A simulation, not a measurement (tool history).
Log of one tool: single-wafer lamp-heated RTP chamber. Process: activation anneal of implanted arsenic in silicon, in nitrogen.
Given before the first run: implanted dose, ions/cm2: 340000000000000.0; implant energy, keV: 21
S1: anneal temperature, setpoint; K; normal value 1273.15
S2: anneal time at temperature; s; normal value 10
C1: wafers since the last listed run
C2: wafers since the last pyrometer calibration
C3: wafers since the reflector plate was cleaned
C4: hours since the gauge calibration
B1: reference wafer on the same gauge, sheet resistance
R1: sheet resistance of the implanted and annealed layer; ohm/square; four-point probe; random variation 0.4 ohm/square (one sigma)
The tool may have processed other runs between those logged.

run 1 day=0.000 | S1=1273.15 S2=10 | C1=0 C2=3705 C3=11713 C4=1810.5 | B1=300.12 | R1=260.94
run 2 day=1.708 | S1=1273.15 S2=10 | C1=394 C2=4099 C3=12108 C4=1851.5 | B1=299.91 | R1=261.83
-- day=5.450 pyrometer window cleaned and pyrometer calibrated
-- day=5.696 reflector plate cleaned
run 3 day=5.717 | S1=1257.15 S2=10 | C1=790 C2=4 C3=4 C4=1947.7 | B1=300.09 | R1=262.78
run 4 day=8.179 | S1=1257.15 S2=10 | C1=568 C2=572 C3=572 C4=2006.8 | B1=299.93 | R1=262.20
run 5 day=11.996 | S1=1285.15 S2=12 | C1=880 C2=1453 C3=1453 C4=2098.4 | B1=299.77 | R1=260.11
run 6 day=14.217 | S1=1285.15 S2=12 | C1=512 C2=1966 C3=1966 C4=2151.7 | B1=299.86 | R1=259.79
run 7 day=16.108 | S1=1285.15 S2=12 | C1=436 C2=2402 C3=2402 C4=2197.1 | B1=299.96 | R1=259.03
run 8 day=18.129 | S1=1289.15 S2=7 | C1=466 C2=2869 C3=2869 C4=2245.6 | B1=300.01 | R1=261.38
run 9 day=22.267 | S1=1273.15 S2=10 | C1=954 C2=3824 C3=3824 C4=2344.9 | B1=299.78 | R1=261.51
run 10 day=25.621 | S1=1273.15 S2=10 | C1=774 C2=4598 C3=4598 C4=2425.4 | B1=299.95 | R1=261.93
run 11 day=30.146 | S1=1273.15 S2=10 | C1=1044 C2=5642 C3=5642 C4=2534.0 | B1=299.57 | R1=261.12
-- day=30.712 pyrometer window cleaned and pyrometer calibrated
run 12 day=34.262 | S1=1273.15 S2=10 | C1=873 C2=818 C3=6515 C4=2632.8 | B1=299.72 | R1=261.12
run 13 day=37.471 | S1=1273.15 S2=10 | C1=740 C2=1559 C3=7256 C4=2709.8 | B1=299.67 | R1=261.00
run 14 day=39.500 | S1=1273.15 S2=10 | C1=468 C2=2027 C3=7724 C4=2758.5 | B1=299.68 | R1=260.93
run 15 day=49.329 | S1=1290.15 S2=10 | C1=2268 C2=4296 C3=9993 C4=2994.4 | B1=299.49 | R1=259.91
run 16 day=51.042 | S1=1290.15 S2=10 | C1=395 C2=4691 C3=10388 C4=3035.5 | B1=299.67 | R1=259.90
-- day=52.550 pyrometer window cleaned and pyrometer calibrated
run 17 day=52.733 | S1=1273.15 S2=10 | C1=313 C2=42 C3=10701 C4=3076.1 | B1=299.69 | R1=260.85
run 18 day=55.858 | S1=1295.15 S2=7 | C1=721 C2=763 C3=11422 C4=3151.1 | B1=299.58 | R1=260.51
-- day=58.500 gauge calibrated
run 19 day=58.983 | S1=1300.15 S2=10 | C1=721 C2=1484 C3=12144 C4=11.6 | B1=302.44 | R1=260.96
run 20 day=62.467 | S1=1273.15 S2=13 | C1=803 C2=2288 C3=12948 C4=95.2 | B1=302.22 | R1=261.94
run 21 day=66.421 | S1=1297.15 S2=10 | C1=912 C2=3201 C3=13860 C4=190.1 | B1=301.80 | R1=261.35
run 22 day=68.346 | S1=1295.15 S2=10 | C1=444 C2=3645 C3=14305 C4=236.3 | B1=301.55 | R1=261.74
run 23 day=71.662 | S1=1273.15 S2=10 | C1=765 C2=4411 C3=15070 C4=315.9 | B1=301.48 | R1=262.84
-- day=73.117 reflector plate cleaned
-- day=74.975 pyrometer window cleaned and pyrometer calibrated
run 24 day=75.921 | S1=1254.15 S2=6 | C1=828 C2=218 C3=569 C4=418.1 | B1=300.82 | R1=265.37
run 25 day=80.383 | S1=1273.15 S2=10 | C1=1029 C2=1248 C3=1599 C4=525.2 | B1=300.65 | R1=262.06
run 26 day=83.179 | S1=1273.15 S2=8 | C1=645 C2=1893 C3=2245 C4=592.3 | B1=300.50 | R1=262.82
run 27 day=87.167 | S1=1273.15 S2=10 | C1=920 C2=2814 C3=3165 C4=688.0 | B1=300.48 | R1=261.09
run 28 day=89.712 | S1=1283.15 S2=10 | C1=587 C2=3401 C3=3752 C4=749.1 | B1=300.30 | R1=260.26
run 29 day=92.371 | S1=1273.15 S2=10 | C1=613 C2=4015 C3=4366 C4=812.9 | B1=300.34 | R1=261.10
run 30 day=94.604 | S1=1288.15 S2=13 | C1=515 C2=4530 C3=4881 C4=866.5 | B1=300.02 | R1=258.99
run 31 day=96.204 | S1=1299.15 S2=4 | C1=369 C2=4899 C3=5251 C4=904.9 | B1=299.93 | R1=263.10
-- day=96.625 pyrometer window cleaned and pyrometer calibrated
run 32 day=99.367 | S1=1251.15 S2=13 | C1=652 C2=632 C3=5904 C4=980.8 | B1=299.76 | R1=261.97
run 33 day=103.200 | S1=1265.15 S2=14 | C1=884 C2=1517 C3=6788 C4=1072.8 | B1=299.89 | R1=260.26
run 34 day=105.708 | S1=1261.15 S2=15 | C1=578 C2=2096 C3=7367 C4=1133.0 | B1=299.59 | R1=259.74
run 35 day=110.650 | S1=1246.15 S2=14 | C1=1140 C2=3236 C3=8508 C4=1251.6 | B1=299.27 | R1=261.38

For each run, what was the tool's unlogged condition?
true wafer temperature minus pyrometer reading, K: 0 on each run
wafer temperature error from the tarnished reflector plate, K: 0 on each run
H1: gauge reads high (%)
run=1 H1=-0.965
run=2 H1=-0.974
run=3 H1=-0.994
run=4 H1=-1.01
run=5 H1=-1.02
run=6 H1=-1.03
run=7 H1=-1.04
run=8 H1=-1.05
run=9 H1=-1.06
run=10 H1=-1.07
run=11 H1=-1.09
run=12 H1=-1.1
run=13 H1=-1.1
run=14 H1=-1.11
run=15 H1=-1.13
run=16 H1=-1.13
run=17 H1=-1.13
run=18 H1=-1.14
run=19 H1=-0.206
run=20 H1=-0.31
run=21 H1=-0.419
run=22 H1=-0.469
run=23 H1=-0.55
run=24 H1=-0.644
run=25 H1=-0.734
run=26 H1=-0.786
run=27 H1=-0.854
run=28 H1=-0.895
run=29 H1=-0.934
run=30 H1=-0.966
run=31 H1=-0.988
run=32 H1=-1.03
run=33 H1=-1.07
run=34 H1=-1.1
run=35 H1=-1.15
